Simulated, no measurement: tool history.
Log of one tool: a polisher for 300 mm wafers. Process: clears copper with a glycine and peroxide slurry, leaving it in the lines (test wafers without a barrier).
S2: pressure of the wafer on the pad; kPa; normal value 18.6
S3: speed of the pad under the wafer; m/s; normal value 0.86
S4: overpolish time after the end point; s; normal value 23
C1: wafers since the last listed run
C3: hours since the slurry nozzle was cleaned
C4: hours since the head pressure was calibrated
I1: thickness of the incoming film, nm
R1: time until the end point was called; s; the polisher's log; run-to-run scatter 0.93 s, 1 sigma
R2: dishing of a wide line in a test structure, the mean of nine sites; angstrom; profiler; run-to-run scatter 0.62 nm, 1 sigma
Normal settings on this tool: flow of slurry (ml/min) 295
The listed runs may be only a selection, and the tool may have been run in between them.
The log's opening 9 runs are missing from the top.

run 10 hour=625.5 | flow_of_slurry_(ml/min)=295 S2=18.6 S3=0.86 S4=23 | C1=529 wafers_polished_on_this_pad=1604 C3=387 C4=291.4 | I1=369.7 | R1=82.4 R2=604
run 11 hour=723.3 | flow_of_slurry_(ml/min)=295 S2=18.6 S3=0.86 S4=23 | C1=842 wafers_polished_on_this_pad=2446 C3=484.8 C4=389.2 | I1=366.3 | R1=79.9 R2=616
run 12 hour=761.2 | flow_of_slurry_(ml/min)=295 S2=18.6 S3=1.1 S4=23 | C1=326 wafers_polished_on_this_pad=2772 C3=522.7 C4=427.1 | I1=373.9 | R1=68.1 R2=694
run 13 hour=832.8 | flow_of_slurry_(ml/min)=295 S2=23.4 S3=0.64 S4=23 | C1=616 wafers_polished_on_this_pad=3389 C3=594.3 C4=498.7 | I1=367.6 | R1=86.5 R2=602
run 14 hour=869.9 | flow_of_slurry_(ml/min)=295 S2=18.6 S3=0.86 S4=26 | C1=319 wafers_polished_on_this_pad=3708 C3=631.4 C4=535.8 | I1=362.1 | R1=82.5 R2=664
-- hour=894.1 slurry nozzle cleaned
-- hour=998 head pressure recalibrated, repeated, since the last time left the tool worse
-- hour=1050 worn pad replaced by a new one
run 15 hour=1099.2 | flow_of_slurry_(ml/min)=295 S2=16.5 S3=0.86 S4=23 | C1=1914 wafers_polished_on_this_pad=423 C3=205.1 C4=101.2 | I1=372.9 | R1=99.3 R2=544
run 16 hour=1326.5 | flow_of_slurry_(ml/min)=295 S2=18.6 S3=0.86 S4=23 | C1=1957 wafers_polished_on_this_pad=2381 C3=432.4 C4=328.5 | I1=370.7 | R1=92.9 R2=568
run 17 hour=1425.4 | flow_of_slurry_(ml/min)=295 S2=18.6 S3=0.86 S4=23 | C1=851 wafers_polished_on_this_pad=3232 C3=531.3 C4=427.4 | I1=370.8 | R1=92 R2=563
run 18 hour=1464.7 | flow_of_slurry_(ml/min)=295 S2=14.5 S3=0.6 S4=23 | C1=338 wafers_polished_on_this_pad=3571 C3=570.6 C4=466.7 | I1=372.7 | R1=145.8 R2=408
-- hour=1495.3 slurry nozzle cleaned
run 19 hour=1548.8 | flow_of_slurry_(ml/min)=360 S2=18.6 S3=0.86 S4=23 | C1=715 wafers_polished_on_this_pad=4286 C3=53.5 C4=550.8 | I1=370.3 | R1=92 R2=575
run 20 hour=1590.4 | flow_of_slurry_(ml/min)=205 S2=18.6 S3=0.94 S4=34 | C1=358 wafers_polished_on_this_pad=4645 C3=95.1 C4=592.4 | I1=367 | R1=88.9 R2=751
-- hour=1697.2 worn pad replaced by a new one
run 21 hour=1697.7 | flow_of_slurry_(ml/min)=330 S2=24.8 S3=0.86 S4=31 | C1=889 wafers_polished_on_this_pad=4 C3=202.4 C4=699.7 | I1=367.6 | R1=73.7 R2=793
run 22 hour=1754.8 | flow_of_slurry_(ml/min)=220 S2=18.6 S3=1.02 S4=23 | C1=491 wafers_polished_on_this_pad=495 C3=259.5 C4=756.8 | I1=368.3 | R1=84.5 R2=593
run 23 hour=1834.4 | flow_of_slurry_(ml/min)=295 S2=18.6 S3=0.86 S4=23 | C1=685 wafers_polished_on_this_pad=1181 C3=339.1 C4=836.4 | I1=364.8 | R1=94.2 R2=559
run 24 hour=1879.6 | flow_of_slurry_(ml/min)=220 S2=18.6 S3=0.86 S4=19 | C1=389 wafers_polished_on_this_pad=1570 C3=384.3 C4=881.6 | I1=376.9 | R1=101.1 R2=459
-- hour=1897.3 head pressure recalibrated
run 25 hour=1932.3 | flow_of_slurry_(ml/min)=295 S2=18.6 S3=0.86 S4=26 | C1=436 wafers_polished_on_this_pad=2007 C3=437 C4=35 | I1=367.3 | R1=89.7 R2=634
run 26 hour=2036.3 | flow_of_slurry_(ml/min)=295 S2=18.6 S3=0.86 S4=32 | C1=895 wafers_polished_on_this_pad=2902 C3=541 C4=139 | I1=366.2 | R1=88.5 R2=720
run 27 hour=2131 | flow_of_slurry_(ml/min)=360 S2=22.8 S3=1.02 S4=15 | C1=815 wafers_polished_on_this_pad=3718 C3=635.7 C4=233.7 | I1=364.9 | R1=66.7 R2=517
-- hour=2144 slurry nozzle cleaned
run 28 hour=2167.6 | flow_of_slurry_(ml/min)=295 S2=15.2 S3=0.76 S4=23 | C1=306 wafers_polished_on_this_pad=4024 C3=23.6 C4=270.3 | I1=366.9 | R1=116.8 R2=468
run 29 hour=2216.1 | flow_of_slurry_(ml/min)=260 S2=14.5 S3=0.86 S4=17 | C1=417 wafers_polished_on_this_pad=4442 C3=72.1 C4=318.8 | I1=377 | R1=116.7 R2=374
run 30 hour=2298.9 | flow_of_slurry_(ml/min)=295 S2=23.4 S3=0.86 S4=12 | C1=713 wafers_polished_on_this_pad=5155 C3=154.9 C4=401.6 | I1=372.2 | R1=76.9 R2=396
run 31 hour=2351.7 | flow_of_slurry_(ml/min)=355 S2=18.6 S3=0.96 S4=23 | C1=454 wafers_polished_on_this_pad=5610 C3=207.7 C4=454.4 | I1=368.7 | R1=86.6 R2=598
-- hour=2411.1 worn pad replaced by a new one
run 32 hour=2433.2 | flow_of_slurry_(ml/min)=295 S2=20.7 S3=0.86 S4=11 | C1=667 wafers_polished_on_this_pad=189 C3=289.2 C4=535.9 | I1=372.5 | R1=86.7 R2=328
run 33 hour=2501 | flow_of_slurry_(ml/min)=230 S2=18.6 S3=0.86 S4=23 | C1=583 wafers_polished_on_this_pad=773 C3=357 C4=603.7 | I1=370.6 | R1=96.7 R2=555

Forecast each of these 5 alternatives for the next run:
run A hour=2501.5 | flow_of_slurry_(ml/min)=295 S2=18.6 S3=0.86 S4=23 | C1=4 wafers_polished_on_this_pad=778 C3=357.5 C4=604.2 | I1=367 | R1=? R2=?
run B hour=2501.5 | flow_of_slurry_(ml/min)=325 S2=16.5 S3=0.68 S4=23 | C1=4 wafers_polished_on_this_pad=778 C3=357.5 C4=604.2 | I1=367 | R1=? R2=?
run C hour=2501.5 | flow_of_slurry_(ml/min)=295 S2=12.4 S3=0.64 S4=23 | C1=4 wafers_polished_on_this_pad=778 C3=357.5 C4=604.2 | I1=367 | R1=? R2=?
run D hour=2501.5 | flow_of_slurry_(ml/min)=360 S2=23.4 S3=0.72 S4=17 | C1=4 wafers_polished_on_this_pad=778 C3=357.5 C4=604.2 | I1=367 | R1=? R2=?
run E hour=2501.5 | flow_of_slurry_(ml/min)=360 S2=13.1 S3=0.72 S4=23 | C1=4 wafers_polished_on_this_pad=778 C3=357.5 C4=604.2 | I1=367 | R1=? R2=?

run=A R1=94.3 R2=552
run=B R1=122 R2=458
run=C R1=155.7 R2=376
run=D R1=89.2 R2=462
run=E R1=137 R2=416
Without the tool's hidden state the same runs would have given:
run=A R1=87.9 R2=582
run=B R1=114.4 R2=482
run=C R1=146.9 R2=395
run=D R1=83.1 R2=489
run=E R1=128.9 R2=437

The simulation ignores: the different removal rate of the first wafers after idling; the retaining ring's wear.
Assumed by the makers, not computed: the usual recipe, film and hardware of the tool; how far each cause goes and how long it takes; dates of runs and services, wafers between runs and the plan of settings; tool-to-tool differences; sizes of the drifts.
